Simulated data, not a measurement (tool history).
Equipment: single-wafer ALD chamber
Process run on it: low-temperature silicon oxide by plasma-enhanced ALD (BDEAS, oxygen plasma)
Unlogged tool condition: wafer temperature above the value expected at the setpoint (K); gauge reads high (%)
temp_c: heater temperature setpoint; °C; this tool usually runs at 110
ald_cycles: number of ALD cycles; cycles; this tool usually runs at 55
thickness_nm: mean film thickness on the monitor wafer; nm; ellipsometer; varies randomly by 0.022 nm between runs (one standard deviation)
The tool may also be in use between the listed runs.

| run | hour | temp_c | ald_cycles | wafers since the last listed run | hours since the last thermocouple change | hours since the gauge calibration | read-back reference wafer on the same gauge, thickness_nm | thickness_nm |
|---|---|---|---|---|---|---|---|---|
| 1 | 0.0 | 110 | 51 | 0 | 2293.9 | 169.6 | 8.410 | 7.999 |
| 2 | 9.1 | 110 | 51 | 59 | 2303.0 | 178.7 | 8.397 | 7.987 |
| 3 | 22.6 | 110 | 51 | 87 | 2316.5 | 192.2 | 8.401 | 7.992 |
| 4 | 40.1 | 99 | 55 | 113 | 2334.0 | 209.7 | 8.402 | 8.793 |
| 5 | 46.3 | 99 | 55 | 40 | 2340.2 | 215.9 | 8.400 | 8.819 |
| 6 | 65.4 | 99 | 55 | 124 | 2359.3 | 235.0 | 8.405 | 8.766 |
| 7 | 77.4 | 110 | 47 | 78 | 2371.3 | 247.0 | 8.396 | 7.366 |
| 8 | 88.8 | 110 | 55 | 74 | 2382.7 | 258.4 | 8.406 | 8.637 |
| 9 | 102.8 | 119 | 55 | 91 | 2396.7 | 272.4 | 8.397 | 8.529 |
| 10 | 153.0 | 119 | 55 | 326 | 2446.9 | 322.6 | 8.405 | 8.504 |
| 11 | 166.8 | 110 | 55 | 89 | 2460.7 | 336.4 | 8.405 | 8.625 |
| 12 | 210.7 | 110 | 55 | 285 | 2504.6 | 380.3 | 8.405 | 8.661 |
| 13 | 227.0 | 110 | 55 | 106 | 2520.9 | 396.6 | 8.398 | 8.598 |
| 14 | 233.0 | 110 | 55 | 39 | 2526.9 | 402.6 | 8.405 | 8.639 |
| 15 | 241.7 | 110 | 52 | 56 | 2535.6 | 411.3 | 8.402 | 8.142 |
| 16 | 248.3 | 121 | 55 | 42 | 2542.2 | 417.9 | 8.399 | 8.471 |
| 17 | 258.1 | 121 | 55 | 63 | 2552.0 | 427.7 | 8.401 | 8.486 |
| 18 | 269.8 | 110 | 49 | 76 | 2563.7 | 439.4 | 8.397 | 7.715 |
| 19 | 276.0 | 110 | 49 | 40 | 2569.9 | 445.6 | 8.397 | 7.698 |
| 20 | 288.7 | 110 | 49 | 82 | 2582.6 | 458.3 | 8.407 | 7.688 |
| 21 | 295.6 | 116 | 55 | 44 | 2589.5 | 465.2 | 8.395 | 8.544 |
| 22 | 306.4 | 105 | 59 | 70 | 2600.3 | 476.0 | 8.402 | 9.346 |
| 23 | 319.1 | 116 | 45 | 82 | 2613.0 | 488.7 | 8.400 | 6.986 |
| 24 | 336.1 | 110 | 61 | 110 | 2630.0 | 505.7 | 8.399 | 9.627 |
| 25 | 342.7 | 110 | 55 | 42 | 2636.6 | 512.3 | 8.398 | 8.611 |
| 26 | 354.9 | 100 | 50 | 79 | 2648.8 | 524.5 | 8.402 | 7.956 |
| 27 | 364.3 | 120 | 58 | 61 | 2658.2 | 533.9 | 8.399 | 8.938 |
| 28 | 379.6 | 116 | 45 | 99 | 2673.5 | 549.2 | 8.404 | 7.016 |
| 29 | 393.2 | 119 | 65 | 88 | 2687.1 | 562.8 | 8.389 | 10.055 |
|  | 402.7 | gauge calibrated |
| 30 | 409.3 | 102 | 60 | 104 | 2703.2 | 6.6 | 8.406 | 9.524 |
| 31 | 417.9 | 110 | 58 | 56 | 2711.8 | 15.2 | 8.402 | 9.072 |
| 32 | 441.3 | 119 | 55 | 152 | 2735.2 | 38.6 | 8.405 | 8.545 |
| 33 | 455.4 | 110 | 63 | 91 | 2749.3 | 52.7 | 8.397 | 9.871 |
| 34 | 462.2 | 110 | 55 | 44 | 2756.1 | 59.5 | 8.392 | 8.623 |
|  | 472.4 | thermocouple changed; heater temperature recalibrated |
| 35 | 473.6 | 117 | 55 | 22 | 1.2 | 70.9 | 8.400 | 8.540 |
| 36 | 487.5 | 120 | 50 | 90 | 15.1 | 84.8 | 8.405 | 7.714 |
| 37 | 501.7 | 110 | 59 | 92 | 29.3 | 99.0 | 8.403 | 9.267 |
| 38 | 516.4 | 110 | 55 | 95 | 44.0 | 113.7 | 8.406 | 8.662 |
| 39 | 523.0 | 110 | 55 | 42 | 50.6 | 120.3 | 8.399 | 8.657 |
| 40 | 539.9 | 102 | 49 | 110 | 67.5 | 137.2 | 8.403 | 7.796 |
| 41 | 546.3 | 118 | 60 | 41 | 73.9 | 143.6 | 8.405 | 9.303 |
| 42 | 599.7 | 99 | 59 | 347 | 127.3 | 197.0 | 8.404 | 9.444 |
| 43 | 608.4 | 122 | 45 | 56 | 136.0 | 205.7 | 8.391 | 6.901 |

What the log doesn't show, run by run:
wafer temperature above the value expected at the setpoint (K): 0 across all the runs
gauge reads high (%): 0 across all the runs

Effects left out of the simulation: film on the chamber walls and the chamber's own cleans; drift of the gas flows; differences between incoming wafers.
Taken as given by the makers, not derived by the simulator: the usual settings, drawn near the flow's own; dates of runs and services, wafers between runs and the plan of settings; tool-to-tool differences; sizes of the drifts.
